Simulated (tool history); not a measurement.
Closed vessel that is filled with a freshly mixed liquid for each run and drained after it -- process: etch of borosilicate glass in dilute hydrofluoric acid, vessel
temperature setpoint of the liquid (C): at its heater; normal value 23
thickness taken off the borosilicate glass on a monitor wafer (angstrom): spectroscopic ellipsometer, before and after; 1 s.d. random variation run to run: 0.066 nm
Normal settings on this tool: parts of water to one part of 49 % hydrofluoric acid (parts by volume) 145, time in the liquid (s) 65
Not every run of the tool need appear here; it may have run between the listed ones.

run   hour  temperature setpoint of the liquid (C)  parts of water to one part of 49 % hydrofluoric acid (parts by volume)  time in the liquid (s)  read-back film thickness of the borosilicate glass reference wafer, read on the same gauge (nm)  thickness taken off the borosilicate glass on a monitor wafer (angstrom)
  1      0                                      23                                                                     145                      65                                                                                            60.01                                                                     122.2
  2    6.1                                      23                                                                     145                      65                                                                                            59.97                                                                     123.4
  3   15.3                                      23                                                                     145                      65                                                                                            59.98                                                                     121.1
  4   39.1                                      23                                                                     145                      65                                                                                            60.06                                                                     122.4
  5   57.1                                      23                                                                     145                      65                                                                                            59.96                                                                     121.7
  6     70                                      23                                                                     145                      65                                                                                            60.02                                                                       121
  7     77                                      23                                                                     145                      65                                                                                            59.95                                                                     122.8
  8   86.3                                      23                                                                     145                      65                                                                                            60.01                                                                     122.3
      93.6  -- gauge calibrated
  9   96.1                                      23                                                                     145                      65                                                                                            59.99                                                                     124.3
     101.4  -- hydrofluoric acid flow meter replaced
 10  105.6                                      28                                                                     145                      65                                                                                            60.02                                                                     147.7
 11  119.7                                    25.5                                                                     145                      65                                                                                            59.97                                                                     134.5
 12  128.2                                      23                                                                     145                      65                                                                                            59.99                                                                     122.6
     132.2  -- thermometer replaced
 13    143                                      19                                                                      75                      65                                                                                            59.97                                                                     218.3
 14  159.7                                    26.5                                                                     145                      65                                                                                            59.96                                                                       140
 15  173.3                                      23                                                                     145                      65                                                                                            59.94                                                                     121.7
 16  192.8                                      23                                                                     145                      35                                                                                            60.03                                                                      66.2
 17    203                                    20.5                                                                     205                      65                                                                                               60                                                                        75
 18  217.7                                      26                                                                      95                      30                                                                                            60.03                                                                     104.4

Each row is a separate what-if for the run after 18, all from the same tool condition, not one after another. Results?
  A  218.4                                      23                                                                     145                      65                                                                                                ?                                                                         ?
  B  218.4                                    19.5                                                                     170                      30                                                                                                ?                                                                         ?
  C  218.4                                    25.5                                                                     145                      45                                                                                                ?                                                                         ?
  D  218.4                                    21.5                                                                      90                     100                                                                                                ?                                                                         ?

run  read-back film thickness of the borosilicate glass reference wafer, read on the same gauge (nm)  thickness taken off the borosilicate glass on a monitor wafer (angstrom)
  A                                                                                            60.03                                                                     123.1
  B                                                                                            60.03                                                                      41.1
  C                                                                                            60.03                                                                      93.8
  D                                                                                            60.03                                                                     306.2
The same runs, with their run-to-run variation unchanged, on a tool lacking any hidden condition would have given:
run  thickness taken off the borosilicate glass on a monitor wafer (angstrom)
  A                                                                     123.1
  B                                                                      41.1
  C                                                                      93.8
  D                                                                     306.2
